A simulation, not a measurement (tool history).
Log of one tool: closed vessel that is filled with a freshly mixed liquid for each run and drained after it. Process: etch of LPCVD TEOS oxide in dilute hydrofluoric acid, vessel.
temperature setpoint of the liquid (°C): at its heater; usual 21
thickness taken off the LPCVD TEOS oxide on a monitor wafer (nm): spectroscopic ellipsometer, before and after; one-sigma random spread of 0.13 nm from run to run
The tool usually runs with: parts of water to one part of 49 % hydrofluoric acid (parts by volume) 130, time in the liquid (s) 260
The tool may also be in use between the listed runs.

| run | day | temperature setpoint of the liquid (°C) | parts of water to one part of 49 % hydrofluoric acid (parts by volume) | time in the liquid (s) | wafers since the last listed run | hours since the thermometer was replaced | hours since the hydrofluoric acid flow meter was replaced | hours since the gauge calibration | read-back film thickness of the LPCVD TEOS oxide reference wafer, read on the same gauge (nm) | thickness taken off the LPCVD TEOS oxide on a monitor wafer (nm) |
|---|---|---|---|---|---|---|---|---|---|---|
| 1 | 0 | 21 | 130 | 380 | 0 | 225.4 | 2097.2 | 74.1 | 110.7 | 43.41 |
| 2 | 1.221 | 21 | 130 | 260 | 1604 | 254.7 | 2126.5 | 103.4 | 110.89 | 29.66 |
| 3 | 2.371 | 21 | 130 | 260 | 1511 | 282.3 | 2154.1 | 131 | 111.07 | 29.66 |
| 4 | 3.508 | 21 | 130 | 140 | 1494 | 309.6 | 2181.4 | 158.3 | 111.21 | 16.07 |
| 5 | 4.15 | 21 | 175 | 260 | 843 | 325 | 2196.8 | 173.7 | 111.24 | 21.03 |
| 6 | 7.067 | 21 | 175 | 260 | 3832 | 395 | 2266.8 | 243.7 | 111.49 | 21.12 |
| 7 | 7.788 | 21 | 130 | 260 | 947 | 412.3 | 2284.1 | 261 | 111.48 | 29.84 |
| 8 | 8.508 | 21 | 130 | 260 | 947 | 429.6 | 2301.4 | 278.3 | 111.52 | 29.94 |
| 9 | 9.567 | 21 | 130 | 260 | 1390 | 455 | 2326.8 | 303.7 | 111.55 | 29.74 |
|  | 10.721 | gauge calibrated |
| 10 | 11.046 | 21 | 145 | 260 | 1943 | 490.5 | 2362.3 | 7.8 | 110.14 | 26.02 |
| 11 | 12.367 | 21 | 130 | 260 | 1735 | 522.2 | 2394 | 39.5 | 110.5 | 29.71 |
| 12 | 13.188 | 21 | 130 | 260 | 1078 | 541.9 | 2413.7 | 59.2 | 110.68 | 29.67 |
| 13 | 13.704 | 21 | 80 | 185 | 678 | 554.3 | 2426.1 | 71.6 | 110.8 | 35.99 |
|  | 14.246 | hydrofluoric acid flow meter replaced |
| 14 | 14.838 | 22.5 | 180 | 260 | 1434 | 581.5 | 14.2 | 98.8 | 110.96 | 21.58 |
| 15 | 15.896 | 17.5 | 195 | 405 | 1390 | 606.9 | 39.6 | 124.2 | 111.14 | 24.99 |
| 16 | 16.604 | 23.5 | 170 | 105 | 930 | 623.9 | 56.6 | 141.2 | 111.22 | 9.68 |
|  | 17.533 | thermometer replaced |
| 17 | 17.904 | 21 | 130 | 360 | 1653 | 8.9 | 87.8 | 172.4 | 111.36 | 41.06 |
| 18 | 20.154 | 21 | 130 | 260 | 2956 | 62.9 | 141.8 | 226.4 | 111.53 | 29.99 |
| 19 | 20.838 | 21 | 130 | 260 | 897 | 79.3 | 158.2 | 242.8 | 111.56 | 29.78 |
| 20 | 21.408 | 19.5 | 130 | 260 | 750 | 93 | 171.9 | 256.5 | 111.57 | 28.03 |
| 21 | 21.983 | 25 | 130 | 260 | 755 | 106.8 | 185.7 | 270.3 | 111.61 | 34.73 |
| 22 | 22.875 | 19.5 | 105 | 395 | 1171 | 128.2 | 207.1 | 291.7 | 111.66 | 54.35 |
| 23 | 23.554 | 21 | 130 | 260 | 892 | 144.5 | 223.4 | 308 | 111.64 | 29.91 |

Same runs, no hidden state in the tool, same run-to-run variation:
Hidden state at play: liquid hotter than its thermometer reads (K); hydrofluoric acid flow below the setpoint (%); gauge reads high (%).
| run | thickness taken off the LPCVD TEOS oxide on a monitor wafer (nm) |
|---|---|
| 1 | 43.13 |
| 2 | 29.42 |
| 3 | 29.38 |
| 4 | 15.89 |
| 5 | 20.79 |
| 6 | 20.85 |
| 7 | 29.44 |
| 8 | 29.53 |
| 9 | 29.32 |
| 10 | 25.98 |
| 11 | 29.58 |
| 12 | 29.48 |
| 13 | 35.73 |
| 14 | 21.39 |
| 15 | 24.73 |
| 16 | 9.57 |
| 17 | 40.55 |
| 18 | 29.58 |
| 19 | 29.36 |
| 20 | 27.63 |
| 21 | 34.23 |
| 22 | 53.55 |
| 23 | 29.47 |
